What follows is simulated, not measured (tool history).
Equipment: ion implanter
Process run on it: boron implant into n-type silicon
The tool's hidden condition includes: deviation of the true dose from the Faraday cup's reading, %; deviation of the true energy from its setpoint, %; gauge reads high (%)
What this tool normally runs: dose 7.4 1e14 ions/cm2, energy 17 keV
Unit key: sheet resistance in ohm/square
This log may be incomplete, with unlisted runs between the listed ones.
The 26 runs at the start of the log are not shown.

| run | hour | dose | energy | wafers since the last listed run | hours since the last dose calibration | hours since the extraction supply was calibrated | hours since the gauge calibration | read-back reference wafer on the same gauge, sheet resistance | sheet resistance |
|---|---|---|---|---|---|---|---|---|---|
| 27 | 325.8 | 6.28 | 12 | 285 | 35.9 | 73 | 156.7 | 153.02 | 181.27 |
| 28 | 332.4 | 9.06 | 11.5 | 105 | 42.5 | 79.6 | 163.3 | 152.85 | 133.67 |
| 29 | 347.2 | 9.27 | 21.5 | 237 | 57.3 | 94.4 | 178.1 | 153.16 | 121.84 |
| 30 | 361.7 | 7.4 | 17 | 232 | 71.8 | 108.9 | 192.6 | 152.97 | 152.9 |
| 31 | 373.4 | 7.4 | 17 | 187 | 83.5 | 120.6 | 204.3 | 153.08 | 152.43 |
| 32 | 381.4 | 9.15 | 12.5 | 128 | 91.5 | 128.6 | 212.3 | 152.97 | 131.24 |
| 33 | 390.2 | 7.4 | 17 | 141 | 100.3 | 137.4 | 221.1 | 153.16 | 152.41 |
| 34 | 402.4 | 7.4 | 14.5 | 195 | 112.5 | 149.6 | 233.3 | 153.12 | 155.23 |
| 35 | 413.5 | 8.43 | 11.5 | 178 | 123.6 | 160.7 | 244.4 | 153.18 | 139.91 |
| 36 | 425.4 | 7.4 | 17 | 190 | 135.5 | 172.6 | 256.3 | 152.97 | 151.85 |
| 37 | 432.5 | 7.4 | 12.5 | 113 | 142.6 | 179.7 | 263.4 | 152.93 | 155.86 |

3 options for the next run, each taken on its own from the tool as it stands now. Forecast them:
| A | 432.9 | 7.4 | 19 | 6 | 143 | 180.1 | 263.8 | ? | ? |
| B | 432.9 | 8.94 | 22.5 | 6 | 143 | 180.1 | 263.8 | ? | ? |
| C | 432.9 | 6.5 | 22 | 6 | 143 | 180.1 | 263.8 | ? | ? |

| run | read-back reference wafer on the same gauge, sheet resistance | sheet resistance |
|---|---|---|
| A | 152.94 | 150.17 |
| B | 152.94 | 125.68 |
| C | 152.94 | 165.53 |
Had the tool no hidden state, the same runs would have come out as:
| run | sheet resistance |
|---|---|
| A | 150.17 |
| B | 125.68 |
| C | 165.53 |

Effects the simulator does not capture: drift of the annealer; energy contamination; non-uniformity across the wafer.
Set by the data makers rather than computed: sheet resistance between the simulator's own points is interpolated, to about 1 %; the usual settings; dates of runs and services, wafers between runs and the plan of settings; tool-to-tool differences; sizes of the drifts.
